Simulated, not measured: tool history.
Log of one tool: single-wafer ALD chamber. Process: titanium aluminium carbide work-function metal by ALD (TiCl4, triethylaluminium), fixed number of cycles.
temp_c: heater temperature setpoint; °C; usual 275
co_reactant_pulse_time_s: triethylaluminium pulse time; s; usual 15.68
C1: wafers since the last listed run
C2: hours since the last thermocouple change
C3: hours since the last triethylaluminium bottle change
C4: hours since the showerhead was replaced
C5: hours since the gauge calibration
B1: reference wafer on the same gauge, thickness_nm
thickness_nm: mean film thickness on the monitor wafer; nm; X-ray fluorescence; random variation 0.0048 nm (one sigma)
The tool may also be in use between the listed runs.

Run 1, hour 0.0: usual settings but co_reactant_pulse_time_s 10.92 s; C1 0; C2 1319.7; C3 1586.0; C4 5184.9; C5 55.8; B1 1.560. Result: thickness_nm 1.882 nm.
Run 2, hour 23.4: usual settings but co_reactant_pulse_time_s 10.92 s; C1 185; C2 1343.1; C3 1609.4; C4 5208.3; C5 79.2; B1 1.560. Result: thickness_nm 1.878 nm.
Run 3, hour 36.1: usual settings but co_reactant_pulse_time_s 10.92 s; C1 100; C2 1355.8; C3 1622.1; C4 5221.0; C5 91.9; B1 1.560. Result: thickness_nm 1.881 nm.
Run 4, hour 62.7: usual settings; C1 210; C2 1382.4; C3 1648.7; C4 5247.6; C5 118.5; B1 1.560. Result: thickness_nm 1.931 nm.
Run 5, hour 91.6: usual settings but temp_c 285 °C; C1 228; C2 1411.3; C3 1677.6; C4 5276.5; C5 147.4; B1 1.560. Result: thickness_nm 1.998 nm.
Run 6, hour 110.7: usual settings but temp_c 280 °C; C1 151; C2 1430.4; C3 1696.7; C4 5295.6; C5 166.5; B1 1.560. Result: thickness_nm 1.950 nm.
Run 7, hour 136.4: usual settings but temp_c 280 °C; C1 203; C2 1456.1; C3 1722.4; C4 5321.3; C5 192.2; B1 1.560. Result: thickness_nm 1.959 nm.
At hour 157.3: thermocouple changed; heater temperature recalibrated.
Run 8, hour 165.9: usual settings but temp_c 280 °C; C1 170; C2 8.6; C3 1751.9; C4 5350.8; C5 221.7; B1 1.560. Result: thickness_nm 1.954 nm.
At hour 193.9: triethylaluminium bottle replaced.
Run 9, hour 194.4: usual settings but co_reactant_pulse_time_s 11.04 s; C1 162; C2 37.1; C3 0.5; C4 5379.3; C5 250.2; B1 1.560. Result: thickness_nm 1.891 nm.
At hour 224.3: showerhead replaced.
Run 10, hour 224.8: usual settings but co_reactant_pulse_time_s 11.04 s; C1 177; C2 67.5; C3 30.9; C4 0.5; C5 280.6; B1 1.560. Result: thickness_nm 1.875 nm.
Run 11, hour 247.3: usual settings but temp_c 287 °C, co_reactant_pulse_time_s 20.97 s; C1 178; C2 90.0; C3 53.4; C4 23.0; C5 303.1; B1 1.561. Result: thickness_nm 2.026 nm.
Run 12, hour 272.1: usual settings; C1 196; C2 114.8; C3 78.2; C4 47.8; C5 327.9; B1 1.560. Result: thickness_nm 1.919 nm.
Run 13, hour 295.7: usual settings but temp_c 284 °C; C1 186; C2 138.4; C3 101.8; C4 71.4; C5 351.5; B1 1.560. Result: thickness_nm 2.000 nm.
At hour 304.8: gauge calibrated.
Run 14, hour 317.5: usual settings; C1 172; C2 160.2; C3 123.6; C4 93.2; C5 12.7; B1 1.560. Result: thickness_nm 1.922 nm.
Run 15, hour 346.5: usual settings but temp_c 268 °C, co_reactant_pulse_time_s 12.60 s; C1 229; C2 189.2; C3 152.6; C4 122.2; C5 41.7; B1 1.560. Result: thickness_nm 1.844 nm.
Run 16, hour 379.6: usual settings but temp_c 287 °C, co_reactant_pulse_time_s 10.07 s; C1 262; C2 222.3; C3 185.7; C4 155.3; C5 74.8; B1 1.559. Result: thickness_nm 1.966 nm.
Run 17, hour 393.3: usual settings; C1 108; C2 236.0; C3 199.4; C4 169.0; C5 88.5; B1 1.560. Result: thickness_nm 1.911 nm.
Run 18, hour 423.2: usual settings but temp_c 262 °C, co_reactant_pulse_time_s 20.26 s; C1 236; C2 265.9; C3 229.3; C4 198.9; C5 118.4; B1 1.560. Result: thickness_nm 1.826 nm.
Run 19, hour 440.5: usual settings but temp_c 264 °C, co_reactant_pulse_time_s 13.75 s; C1 136; C2 283.2; C3 246.6; C4 216.2; C5 135.7; B1 1.560. Result: thickness_nm 1.828 nm.
Run 20, hour 474.6: usual settings but co_reactant_pulse_time_s 21.15 s; C1 269; C2 317.3; C3 280.7; C4 250.3; C5 169.8; B1 1.559. Result: thickness_nm 1.931 nm.

The tool's hidden state at each run:
wafer temperature above the value expected at the setpoint (K): 0 in every run
triethylaluminium dose above that of a fresh bottle (%): 0 in every run
gauge reads high (%): 0 in every run
